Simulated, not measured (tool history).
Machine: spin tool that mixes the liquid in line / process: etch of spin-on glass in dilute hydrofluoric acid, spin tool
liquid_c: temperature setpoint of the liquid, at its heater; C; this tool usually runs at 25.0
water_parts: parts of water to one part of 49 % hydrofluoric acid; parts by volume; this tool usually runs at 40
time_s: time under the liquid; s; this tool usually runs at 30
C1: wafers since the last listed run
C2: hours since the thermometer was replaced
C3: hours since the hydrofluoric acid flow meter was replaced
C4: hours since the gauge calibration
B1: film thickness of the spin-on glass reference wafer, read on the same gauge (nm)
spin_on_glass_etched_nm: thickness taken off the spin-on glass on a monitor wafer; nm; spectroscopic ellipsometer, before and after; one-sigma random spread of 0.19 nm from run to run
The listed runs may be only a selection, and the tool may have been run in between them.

run 1 day=0.000 | liquid_c=27.5 water_parts=40 time_s=30 | C1=0 C2=289.7 C3=736.2 C4=562.6 | B1=90.00 | spin_on_glass_etched_nm=33.13
-- day=1.104 hydrofluoric acid flow meter replaced
run 2 day=3.954 | liquid_c=25.0 water_parts=30 time_s=30 | C1=1550 C2=384.6 C3=68.4 C4=657.5 | B1=90.00 | spin_on_glass_etched_nm=38.28
run 3 day=7.712 | liquid_c=25.0 water_parts=30 time_s=30 | C1=1489 C2=474.8 C3=158.6 C4=747.7 | B1=90.00 | spin_on_glass_etched_nm=38.35
run 4 day=10.346 | liquid_c=25.0 water_parts=30 time_s=30 | C1=1043 C2=538.0 C3=221.8 C4=810.9 | B1=90.00 | spin_on_glass_etched_nm=38.88
run 5 day=14.279 | liquid_c=28.5 water_parts=40 time_s=25 | C1=1558 C2=632.4 C3=316.2 C4=905.3 | B1=89.98 | spin_on_glass_etched_nm=27.74
run 6 day=17.288 | liquid_c=28.5 water_parts=40 time_s=25 | C1=1192 C2=704.6 C3=388.4 C4=977.5 | B1=90.03 | spin_on_glass_etched_nm=28.04
run 7 day=21.688 | liquid_c=25.0 water_parts=40 time_s=30 | C1=1743 C2=810.2 C3=494.0 C4=1083.1 | B1=89.98 | spin_on_glass_etched_nm=29.59
run 8 day=24.108 | liquid_c=25.0 water_parts=40 time_s=30 | C1=959 C2=868.3 C3=552.1 C4=1141.2 | B1=89.99 | spin_on_glass_etched_nm=29.32
-- day=24.479 thermometer replaced
run 9 day=27.017 | liquid_c=25.0 water_parts=40 time_s=30 | C1=1136 C2=60.9 C3=621.9 C4=1211.0 | B1=90.03 | spin_on_glass_etched_nm=29.59
run 10 day=30.675 | liquid_c=25.0 water_parts=40 time_s=30 | C1=1449 C2=148.7 C3=709.7 C4=1298.8 | B1=90.01 | spin_on_glass_etched_nm=29.88
run 11 day=32.967 | liquid_c=25.0 water_parts=30 time_s=30 | C1=908 C2=203.7 C3=764.7 C4=1353.8 | B1=90.00 | spin_on_glass_etched_nm=40.29
-- day=38.412 hydrofluoric acid flow meter replaced
run 12 day=41.892 | liquid_c=23.5 water_parts=50 time_s=30 | C1=3520 C2=417.9 C3=83.5 C4=1568.0 | B1=90.01 | spin_on_glass_etched_nm=21.12
run 13 day=43.471 | liquid_c=26.5 water_parts=30 time_s=45 | C1=625 C2=455.8 C3=121.4 C4=1605.9 | B1=90.04 | spin_on_glass_etched_nm=61.91
run 14 day=48.500 | liquid_c=21.5 water_parts=40 time_s=15 | C1=1993 C2=576.5 C3=242.1 C4=1726.6 | B1=89.98 | spin_on_glass_etched_nm=12.34
-- day=50.633 gauge calibrated
run 15 day=51.075 | liquid_c=25.0 water_parts=40 time_s=50 | C1=1020 C2=638.3 C3=303.9 C4=10.6 | B1=90.01 | spin_on_glass_etched_nm=48.10
run 16 day=55.454 | liquid_c=25.0 water_parts=40 time_s=40 | C1=1735 C2=743.4 C3=409.0 C4=115.7 | B1=90.02 | spin_on_glass_etched_nm=38.74
run 17 day=59.879 | liquid_c=25.0 water_parts=40 time_s=15 | C1=1753 C2=849.6 C3=515.2 C4=221.9 | B1=89.99 | spin_on_glass_etched_nm=14.83
run 18 day=64.050 | liquid_c=22.5 water_parts=40 time_s=30 | C1=1652 C2=949.7 C3=615.3 C4=322.0 | B1=89.98 | spin_on_glass_etched_nm=26.60
run 19 day=65.562 | liquid_c=25.0 water_parts=40 time_s=30 | C1=599 C2=986.0 C3=651.6 C4=358.3 | B1=90.02 | spin_on_glass_etched_nm=29.77
-- day=67.050 thermometer replaced
run 20 day=68.479 | liquid_c=22.5 water_parts=40 time_s=15 | C1=1139 C2=34.3 C3=721.6 C4=428.3 | B1=90.01 | spin_on_glass_etched_nm=13.31
run 21 day=70.383 | liquid_c=30.0 water_parts=40 time_s=30 | C1=754 C2=80.0 C3=767.3 C4=474.0 | B1=90.01 | spin_on_glass_etched_nm=36.89

5 options for the next run, each taken on its own from the tool as it stands now. Forecast them:
run A day=70.400 | liquid_c=25.0 water_parts=40 time_s=30 | C1=6 C2=80.4 C3=767.7 C4=474.4 | B1=? | spin_on_glass_etched_nm=?
run B day=70.400 | liquid_c=23.5 water_parts=40 time_s=40 | C1=6 C2=80.4 C3=767.7 C4=474.4 | B1=? | spin_on_glass_etched_nm=?
run C day=70.400 | liquid_c=29.0 water_parts=25 time_s=20 | C1=6 C2=80.4 C3=767.7 C4=474.4 | B1=? | spin_on_glass_etched_nm=?
run D day=70.400 | liquid_c=25.0 water_parts=55 time_s=30 | C1=6 C2=80.4 C3=767.7 C4=474.4 | B1=? | spin_on_glass_etched_nm=?
run E day=70.400 | liquid_c=25.0 water_parts=40 time_s=35 | C1=6 C2=80.4 C3=767.7 C4=474.4 | B1=? | spin_on_glass_etched_nm=?

run=A B1=89.96 spin_on_glass_etched_nm=30.04
run=B B1=89.96 spin_on_glass_etched_nm=37.63
run=C B1=89.96 spin_on_glass_etched_nm=38.51
run=D B1=89.96 spin_on_glass_etched_nm=21.43
run=E B1=89.96 spin_on_glass_etched_nm=35.04
Without the tool's hidden state the same runs would have given:
run=A spin_on_glass_etched_nm=28.00
run=B spin_on_glass_etched_nm=35.08
run=C spin_on_glass_etched_nm=35.94
run=D spin_on_glass_etched_nm=19.95
run=E spin_on_glass_etched_nm=32.67
